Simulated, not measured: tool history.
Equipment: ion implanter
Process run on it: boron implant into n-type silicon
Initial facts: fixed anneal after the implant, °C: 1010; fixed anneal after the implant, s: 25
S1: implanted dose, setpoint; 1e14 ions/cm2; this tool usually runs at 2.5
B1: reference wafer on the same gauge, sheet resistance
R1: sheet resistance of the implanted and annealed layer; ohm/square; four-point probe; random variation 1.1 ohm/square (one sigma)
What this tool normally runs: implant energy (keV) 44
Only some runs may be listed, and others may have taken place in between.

run 1 hour=0 | S1=2.94 implant_energy_(keV)=36 | B1=379.39 | R1=288.66
run 2 hour=76.4 | S1=2.94 implant_energy_(keV)=36 | B1=379.5 | R1=289.79
run 3 hour=175.2 | S1=2.28 implant_energy_(keV)=44 | B1=379.14 | R1=342.11
run 4 hour=277.7 | S1=2.28 implant_energy_(keV)=44 | B1=378.44 | R1=340.98
run 5 hour=374.1 | S1=2.5 implant_energy_(keV)=44 | B1=378.98 | R1=320.77
run 6 hour=453.6 | S1=2.5 implant_energy_(keV)=44 | B1=378.2 | R1=318.88
run 7 hour=512.6 | S1=2.67 implant_energy_(keV)=56 | B1=378.27 | R1=294.91
run 8 hour=590 | S1=2.5 implant_energy_(keV)=49.5 | B1=377.74 | R1=314.4
run 9 hour=649.2 | S1=2.5 implant_energy_(keV)=56 | B1=377.54 | R1=307.04
run 10 hour=691.9 | S1=2.5 implant_energy_(keV)=56 | B1=377.79 | R1=307.62
-- hour=715.3 Faraday cup replaced and dose calibrated
-- hour=749.8 extraction supply calibrated
run 11 hour=795.2 | S1=2.5 implant_energy_(keV)=56 | B1=378.08 | R1=308.56
run 12 hour=902.7 | S1=2.5 implant_energy_(keV)=56 | B1=377.99 | R1=307.66
run 13 hour=973.6 | S1=3.02 implant_energy_(keV)=54 | B1=378.01 | R1=269.65
run 14 hour=1054.9 | S1=2.5 implant_energy_(keV)=44 | B1=378.08 | R1=316.96
run 15 hour=1152 | S1=2.87 implant_energy_(keV)=35.5 | B1=377.58 | R1=295.96
run 16 hour=1243 | S1=3.06 implant_energy_(keV)=33 | B1=377.41 | R1=282.44
-- hour=1280.8 gauge calibrated
run 17 hour=1326.9 | S1=2.03 implant_energy_(keV)=44 | B1=383.2 | R1=378.91
run 18 hour=1395.5 | S1=1.94 implant_energy_(keV)=44 | B1=382.64 | R1=387.6
run 19 hour=1461.8 | S1=2.5 implant_energy_(keV)=44 | B1=382.17 | R1=322.11
run 20 hour=1537.5 | S1=2.03 implant_energy_(keV)=29.5 | B1=381.56 | R1=395.9
run 21 hour=1618.5 | S1=2.5 implant_energy_(keV)=44 | B1=381.09 | R1=321.06
run 22 hour=1706.7 | S1=2.03 implant_energy_(keV)=52.5 | B1=380.61 | R1=364.11
run 23 hour=1776.8 | S1=2.5 implant_energy_(keV)=44 | B1=380.27 | R1=318.96

Here are 4 independent what-if runs from the current tool condition. What would each one return?
run A hour=1777.2 | S1=2.5 implant_energy_(keV)=44 | B1=? | R1=?
run B hour=1777.2 | S1=2.5 implant_energy_(keV)=29.5 | B1=? | R1=?
run C hour=1777.2 | S1=2.78 implant_energy_(keV)=44 | B1=? | R1=?
run D hour=1777.2 | S1=2.79 implant_energy_(keV)=35.5 | B1=? | R1=?

run=A B1=380.64 R1=320.46
run=B B1=380.64 R1=336.16
run=C B1=380.64 R1=295.4
run=D B1=380.64 R1=302.09
Without the tool's unlogged condition, the same runs would have read:
run=A R1=323.64
run=B R1=339.49
run=C R1=298.34
run=D R1=305.09

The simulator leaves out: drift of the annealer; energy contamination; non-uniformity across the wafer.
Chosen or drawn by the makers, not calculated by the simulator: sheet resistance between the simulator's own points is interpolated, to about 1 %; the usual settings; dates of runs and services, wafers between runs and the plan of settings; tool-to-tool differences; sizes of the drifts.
